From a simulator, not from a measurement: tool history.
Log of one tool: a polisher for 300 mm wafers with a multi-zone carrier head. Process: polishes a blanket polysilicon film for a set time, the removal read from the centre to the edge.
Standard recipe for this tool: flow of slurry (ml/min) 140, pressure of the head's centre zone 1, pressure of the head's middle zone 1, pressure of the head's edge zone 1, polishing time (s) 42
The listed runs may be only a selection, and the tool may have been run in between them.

| run | hour | flow of slurry (ml/min) | pressure of the head's centre zone | pressure of the head's middle zone | pressure of the head's edge zone | polishing time (s) | incoming thickness of the incoming film, nm | film removed at the wafer's centre (Å) | film removed at mid-radius (Å) | film removed at the wafer's edge (Å) |
|---|---|---|---|---|---|---|---|---|---|---|
| 1 | 0 | 140 | 1 | 1 | 1 | 42 | 1029.4 | 4489 | 4441 | 4500 |
| 2 | 71.5 | 140 | 1 | 1 | 1 | 42 | 1041.5 | 4454 | 4414 | 4486 |
| 3 | 113 | 140 | 0.93 | 1 | 1 | 42 | 1035.9 | 4190 | 4421 | 4506 |
| 4 | 179.4 | 140 | 0.93 | 1 | 1 | 42 | 1039.8 | 4173 | 4409 | 4461 |
| 5 | 236.3 | 140 | 0.93 | 1 | 1 | 42 | 1025.4 | 4190 | 4457 | 4515 |
| 6 | 286 | 140 | 1 | 1 | 1 | 42 | 1031.2 | 4492 | 4357 | 4491 |
| 7 | 337.4 | 140 | 1 | 1 | 1 | 42 | 1032.3 | 4521 | 4354 | 4465 |
| 8 | 393.2 | 140 | 1 | 1 | 1 | 42 | 1035.2 | 4472 | 4434 | 4493 |
| 9 | 454.7 | 140 | 1 | 1 | 1 | 42 | 1055.9 | 4490 | 4423 | 4476 |
| 10 | 508.6 | 140 | 1 | 1 | 1 | 42 | 1039.1 | 4541 | 4429 | 4568 |
| 11 | 547.4 | 140 | 1 | 1 | 1 | 42 | 1036.6 | 4452 | 4331 | 4475 |
| 12 | 618.5 | 120 | 1 | 1 | 1 | 42 | 1039 | 4361 | 4309 | 4391 |
| 13 | 675.2 | 140 | 1 | 0.95 | 0.95 | 42 | 1038 | 4522 | 4251 | 4384 |
| 14 | 745.5 | 140 | 1 | 1 | 1 | 42 | 1025.7 | 4484 | 4424 | 4468 |
| 15 | 781.3 | 140 | 1.04 | 1 | 1 | 42 | 1031.2 | 4656 | 4394 | 4473 |
| 16 | 849.7 | 140 | 1 | 1 | 1 | 42 | 1053.2 | 4472 | 4401 | 4526 |
| 17 | 882.3 | 140 | 1.1 | 1 | 1 | 49 | 1061.7 | 5706 | 5163 | 5253 |
| 18 | 945.8 | 190 | 0.94 | 1 | 1 | 42 | 1054.5 | 4487 | 4680 | 4647 |
| 19 | 1050.2 | 140 | 1 | 0.94 | 1 | 42 | 1036.4 | 4505 | 4268 | 4518 |
| 20 | 1095.3 | 140 | 1 | 1 | 1 | 42 | 1043.5 | 4527 | 4428 | 4474 |

The log once held 11 entries between its listed runs, left out of this copy. Where does each go, and what is different about the tool's unlogged condition between the listed run before it and the listed run after it?
After run 2, before run 3: carrier head's membrane replaced by a new one (hour 112.4)
  the hidden state is the same at both runs
After run 4, before run 5: worn pad replaced by a new one (hour 198.1)
  the hidden state is the same at both runs
After run 7, before run 8: slurry nozzle cleaned (hour 367.4)
  the hidden state is the same at both runs
After run 8, before run 9: centre zone pressure recalibrated (hour 439.9); worn pad replaced by a new one (hour 445.3)
  the hidden state is the same at both runs
After run 11, before run 12: edge zone pressure recalibrated (hour 576.6)
  the hidden state is the same at both runs
After run 12, before run 13: worn pad replaced by a new one (hour 632.7)
  the hidden state is the same at both runs
After run 14, before run 15: slurry nozzle cleaned (hour 759)
  the hidden state is the same at both runs
After run 15, before run 16: carrier head's membrane replaced by a new one (hour 841.5)
  the hidden state is the same at both runs
After run 16, before run 17: worn pad replaced by a new one (hour 855.8)
  the hidden state is the same at both runs
After run 19, before run 20: worn pad replaced by a new one (hour 1077.1)
  the hidden state is the same at both runs
